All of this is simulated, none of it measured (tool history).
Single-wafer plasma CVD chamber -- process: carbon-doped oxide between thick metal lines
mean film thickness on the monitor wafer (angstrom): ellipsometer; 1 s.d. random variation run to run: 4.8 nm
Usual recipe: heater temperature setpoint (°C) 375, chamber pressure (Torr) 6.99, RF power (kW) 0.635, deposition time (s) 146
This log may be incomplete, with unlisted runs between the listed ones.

run,hour,heater temperature setpoint (°C),chamber pressure (Torr),RF power (kW),deposition time (s),"read-back reference wafer on the same gauge, thickness_nm",mean film thickness on the monitor wafer (angstrom)
1,0,368,6.99,0.54,146,693.142,7967.11
2,69.5,368,6.99,0.54,146,690.911,8011.06
3,120,375,6.99,0.635,146,692.21,8427.78
4,180.8,381,6.99,0.635,146,692.05,8326.21
5,237.8,381,6.99,0.635,146,691.306,8318.29
6,288,375,6.99,0.635,146,692.081,8460.28
# hour 352.6: capacitance manometer re-zeroed and calibrated
7,353.1,375,6.99,0.635,146,691.457,8402.35
8,387,375,6.53,0.635,146,689.369,8318.67
9,417.6,375,6.53,0.635,146,693.319,8365.87
10,463.4,375,6.99,0.635,154,689.54,8897.39
11,529.1,375,6.99,0.635,154,693.208,8850.24
12,596.2,375,6.99,0.635,146,694.04,8357.23
13,648.5,379,6.01,0.69,135,691.622,7782.44
14,674.4,382,6.99,0.635,146,690.243,8265.75
15,740.9,375,6.99,0.635,146,692.175,8384.57
# hour 769.8: showerhead replaced
# hour 779.2: RF generator calibrated
# hour 781.6: thermocouple changed; heater temperature recalibrated
16,797.9,368,5.51,0.56,124,690.508,6440.32
17,829.3,386,6.99,0.635,137,692.584,7581.39
18,873,362,7.65,0.72,154,690.834,9629.34
19,918.1,381,6.99,0.635,146,691.029,8128.08
20,943,385,6.99,0.635,168,691.474,9389.31
# hour 953.7: gauge calibrated
21,1009.9,375,6.99,0.635,146,693.824,8210.91
22,1076.2,375,7.94,0.635,172,691.374,9748.51
# hour 1098.6: RF generator calibrated, repeated, since the last time left the tool worse
23,1126.9,375,6.99,0.635,146,692.097,8576.18
24,1162.9,387,6.51,0.57,159,690.986,8610.89
25,1299.1,365,6.99,0.735,168,691.904,10697.25
26,1325.3,375,6.99,0.635,146,693.214,8418.38
27,1382.7,375,7.72,0.605,146,691.86,8375.42

5 ways to go on from here, each from the tool as it stands after run 27. What would each give?
A,1383.1,375,6.99,0.635,146,?,?
B,1383.1,367,6.42,0.635,157,?,?
C,1383.1,375,5.63,0.635,163,?,?
D,1383.1,382,8.53,0.635,133,?,?
E,1383.1,375,7.95,0.635,163,?,?

run,"read-back reference wafer on the same gauge, thickness_nm",mean film thickness on the monitor wafer (angstrom)
A,692.898,8463.87
B,692.898,9167.32
C,692.898,9097.3
D,692.898,7744.27
E,692.898,9567.87
What these runs would have given with no unlogged condition in the tool:
run,mean film thickness on the monitor wafer (angstrom)
A,8560.34
B,9271.81
C,9200.99
D,7832.53
E,9676.92
